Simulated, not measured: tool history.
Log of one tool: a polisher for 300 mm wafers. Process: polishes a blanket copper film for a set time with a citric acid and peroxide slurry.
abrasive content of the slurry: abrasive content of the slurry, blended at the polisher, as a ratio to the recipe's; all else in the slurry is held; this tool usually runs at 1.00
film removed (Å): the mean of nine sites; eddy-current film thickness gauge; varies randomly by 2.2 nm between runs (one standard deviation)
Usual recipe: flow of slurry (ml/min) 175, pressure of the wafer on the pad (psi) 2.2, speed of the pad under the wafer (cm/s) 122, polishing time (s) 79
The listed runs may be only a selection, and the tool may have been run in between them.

| run | day | flow of slurry (ml/min) | pressure of the wafer on the pad (psi) | speed of the pad under the wafer (cm/s) | abrasive content of the slurry | polishing time (s) | wafers since the last listed run | wafers polished on this pad | hours since the slurry nozzle was cleaned | hours since the head pressure was calibrated | hours since the slurry blender was calibrated | incoming thickness of the incoming film, nm | film removed (Å) |
|---|---|---|---|---|---|---|---|---|---|---|---|---|---|
| 1 | 0.000 | 175 | 2.2 | 122 | 0.80 | 79 | 0 | 611 | 540.9 | 206.1 | 332.7 | 769.0 | 1400 |
| 2 | 2.612 | 175 | 2.2 | 122 | 0.80 | 79 | 474 | 1085 | 603.6 | 268.8 | 395.4 | 758.7 | 1394 |
| 3 | 4.288 | 175 | 2.2 | 122 | 1.00 | 79 | 304 | 1390 | 643.8 | 309.0 | 435.6 | 768.9 | 1460 |
| 4 | 6.008 | 175 | 2.2 | 102 | 1.00 | 79 | 312 | 1703 | 685.1 | 350.3 | 476.9 | 766.0 | 1267 |
|  | 7.350 | slurry blender recalibrated |
| 5 | 9.354 | 175 | 2.2 | 102 | 1.00 | 79 | 592 | 2295 | 765.4 | 430.6 | 48.1 | 769.9 | 1250 |
| 6 | 11.479 | 175 | 2.2 | 102 | 1.00 | 79 | 386 | 2682 | 816.4 | 481.6 | 99.1 | 765.2 | 1263 |
|  | 11.588 | slurry nozzle cleaned |
| 7 | 15.800 | 175 | 2.2 | 122 | 1.00 | 79 | 777 | 3459 | 101.1 | 585.3 | 202.8 | 776.0 | 1457 |
|  | 16.392 | worn pad replaced by a new one |
| 8 | 17.483 | 175 | 2.2 | 122 | 1.00 | 79 | 275 | 198 | 141.5 | 625.7 | 243.2 | 760.5 | 1415 |
| 9 | 19.112 | 175 | 2.2 | 122 | 1.00 | 79 | 296 | 494 | 180.6 | 664.8 | 282.3 | 752.4 | 1377 |
| 10 | 22.500 | 175 | 2.2 | 122 | 1.00 | 79 | 615 | 1110 | 261.9 | 746.1 | 363.6 | 765.2 | 1366 |
|  | 25.679 | slurry blender recalibrated |
| 11 | 26.854 | 175 | 2.6 | 122 | 1.00 | 79 | 776 | 1886 | 366.4 | 850.6 | 28.2 | 762.7 | 1536 |
|  | 27.104 | head pressure recalibrated |
| 12 | 29.079 | 175 | 2.2 | 122 | 1.00 | 79 | 389 | 2275 | 419.8 | 47.4 | 81.6 | 751.5 | 1575 |
| 13 | 30.667 | 175 | 2.2 | 122 | 1.00 | 79 | 288 | 2564 | 457.9 | 85.5 | 119.7 | 755.7 | 1560 |
| 14 | 34.971 | 175 | 2.2 | 122 | 0.90 | 79 | 782 | 3346 | 561.2 | 188.8 | 223.0 | 766.8 | 1476 |
|  | 35.150 | worn pad replaced by a new one |
| 15 | 36.933 | 175 | 2.2 | 122 | 1.00 | 79 | 326 | 323 | 608.3 | 235.9 | 270.1 | 761.1 | 1495 |
| 16 | 40.346 | 175 | 2.2 | 122 | 0.90 | 79 | 620 | 943 | 690.2 | 317.8 | 352.0 | 759.1 | 1475 |
|  | 40.746 | slurry nozzle cleaned |
| 17 | 44.188 | 175 | 2.2 | 94 | 1.00 | 94 | 690 | 1634 | 82.6 | 410.0 | 444.2 | 750.8 | 1416 |
|  | 45.633 | slurry blender recalibrated |
| 18 | 46.346 | 175 | 2.2 | 122 | 1.00 | 79 | 377 | 2011 | 134.4 | 461.8 | 17.1 | 774.4 | 1475 |
| 19 | 49.458 | 175 | 2.5 | 150 | 1.00 | 101 | 565 | 2577 | 209.1 | 536.5 | 91.8 | 754.8 | 2490 |
|  | 50.433 | worn pad replaced by a new one |
| 20 | 51.621 | 145 | 2.2 | 122 | 1.00 | 79 | 362 | 215 | 261.0 | 588.4 | 143.7 | 762.9 | 1427 |
| 21 | 53.817 | 175 | 2.2 | 138 | 0.90 | 79 | 399 | 614 | 313.7 | 641.1 | 196.4 | 762.3 | 1557 |
| 22 | 56.567 | 220 | 2.2 | 84 | 1.00 | 79 | 499 | 1114 | 379.7 | 707.1 | 262.4 | 748.5 | 1044 |
| 23 | 59.617 | 150 | 2.7 | 92 | 1.00 | 79 | 554 | 1668 | 452.9 | 780.3 | 335.6 | 763.9 | 1283 |
|  | 62.175 | head pressure recalibrated |
| 24 | 65.496 | 230 | 2.2 | 88 | 1.25 | 79 | 1053 | 2721 | 594.0 | 79.7 | 476.7 | 759.5 | 1309 |
|  | 66.392 | worn pad replaced by a new one |
|  | 67.242 | slurry blender recalibrated |
|  | 68.279 | slurry nozzle cleaned |
| 25 | 68.717 | 175 | 2.2 | 122 | 1.00 | 79 | 532 | 400 | 10.5 | 157.0 | 35.4 | 771.2 | 1546 |
| 26 | 72.917 | 155 | 2.0 | 164 | 1.00 | 99 | 763 | 1163 | 111.3 | 257.8 | 136.2 | 752.1 | 2285 |
| 27 | 75.225 | 175 | 2.2 | 122 | 0.80 | 79 | 419 | 1582 | 166.7 | 313.2 | 191.6 | 764.2 | 1463 |
| 28 | 78.862 | 220 | 3.0 | 122 | 1.00 | 89 | 661 | 2243 | 254.0 | 400.5 | 278.9 | 770.9 | 2278 |
|  | 82.562 | worn pad replaced by a new one |
| 29 | 82.583 | 175 | 2.2 | 122 | 1.00 | 79 | 645 | 4 | 343.3 | 489.8 | 368.2 | 765.8 | 1500 |
| 30 | 85.283 | 175 | 2.2 | 122 | 1.25 | 79 | 490 | 494 | 408.1 | 554.6 | 433.0 | 746.5 | 1514 |
| 31 | 87.254 | 155 | 2.2 | 122 | 1.00 | 96 | 358 | 852 | 455.4 | 601.9 | 480.3 | 749.5 | 1716 |

Each row is a separate what-if for the run after 31, all from the same tool condition, not one after another. Results?
| A | 87.275 | 175 | 2.9 | 122 | 1.00 | 79 | 3 | 856 | 455.9 | 602.4 | 480.8 | 750.8 | ? |
| B | 87.275 | 175 | 1.5 | 142 | 1.00 | 79 | 3 | 856 | 455.9 | 602.4 | 480.8 | 750.8 | ? |
| C | 87.275 | 130 | 2.7 | 122 | 1.00 | 69 | 3 | 856 | 455.9 | 602.4 | 480.8 | 750.8 | ? |

| run | film removed (Å) |
|---|---|
| A | 1902 |
| B | 1195 |
| C | 1504 |
Without the tool's hidden state the same runs would have given:
| run | film removed (Å) |
|---|---|
| A | 1995 |
| B | 1253 |
| C | 1577 |
